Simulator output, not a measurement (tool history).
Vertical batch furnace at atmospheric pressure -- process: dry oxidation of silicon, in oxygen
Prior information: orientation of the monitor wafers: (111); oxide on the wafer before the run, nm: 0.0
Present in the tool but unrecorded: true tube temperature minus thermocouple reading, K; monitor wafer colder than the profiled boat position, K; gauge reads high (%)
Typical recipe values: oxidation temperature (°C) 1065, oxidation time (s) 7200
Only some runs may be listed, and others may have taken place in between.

run	hour	oxidation temperature (°C)	oxidation time (s)	wafers since the last listed run	hours since the last temperature calibration	hours since the boat lift was adjusted	hours since the gauge calibration	read-back reference wafer on the same gauge, thickness	oxide thickness on the monitor wafer (angstrom)
1	0	1052	7200	0	645.3	5758.3	635.4	158.08	1342.8
2	35.5	1065	7200	503	680.8	5793.8	670.9	158.03	1456.8
# hour 43.9: gauge calibrated
3	134.7	1065	7200	1407	780	5893	90.8	157.99	1458.5
4	159.8	1065	7200	356	805.1	5918.1	115.9	158.03	1455.8
5	180.6	1065	7200	295	825.9	5938.9	136.7	158	1447.9
6	205.7	1065	7200	356	851	5964	161.8	158	1445.7
7	239.7	1065	7200	482	885	5998	195.8	158.03	1456
8	272.1	1065	7200	459	917.4	6030.4	228.2	158.05	1462.9
9	301.8	1065	7200	421	947.1	6060.1	257.9	158.07	1465.7
10	323.9	1045	7200	313	969.2	6082.2	280	157.98	1296.4
11	345.1	1045	7200	300	990.4	6103.4	301.2	158.02	1301.8
12	374.4	1065	7200	415	1019.7	6132.7	330.5	157.89	1456.8
13	405.1	1065	7200	435	1050.4	6163.4	361.2	158.03	1466.5
14	422.9	1065	7200	252	1068.2	6181.2	379	157.94	1458.1
15	436.9	1056	10020	198	1082.2	6195.2	393	158.03	1691.9
16	460.9	1056	10020	340	1106.2	6219.2	417	158.09	1698.2
17	488.7	1056	10020	394	1134	6247	444.8	158.02	1701.3
18	504.6	1050	6090	225	1149.9	6262.9	460.7	158.05	1207.7
# hour 539.5: boat lift adjusted
19	540	1056	6030	161	1185.3	0.5	496.1	158.05	1238.1
20	562.9	1050	6090	324	1208.2	23.4	519	157.99	1209.2
21	582.4	1051	8880	276	1227.7	42.9	538.5	157.99	1529.4
22	613.7	1065	5190	444	1259	74.2	569.8	157.97	1202.1
23	632	1065	5820	259	1277.3	92.5	588.1	157.98	1282.2

Run 24 comes next. What will it give?
24	651.7	1052	7200	279	1297	112.2	607.8	?	?

Run 24 came out at read-back reference wafer on the same gauge, thickness 157.96, oxide thickness on the monitor wafer (angstrom) 1364.6.
Minus the tool's unlogged condition, the same run would have read oxide thickness on the monitor wafer (angstrom) 1329.6.
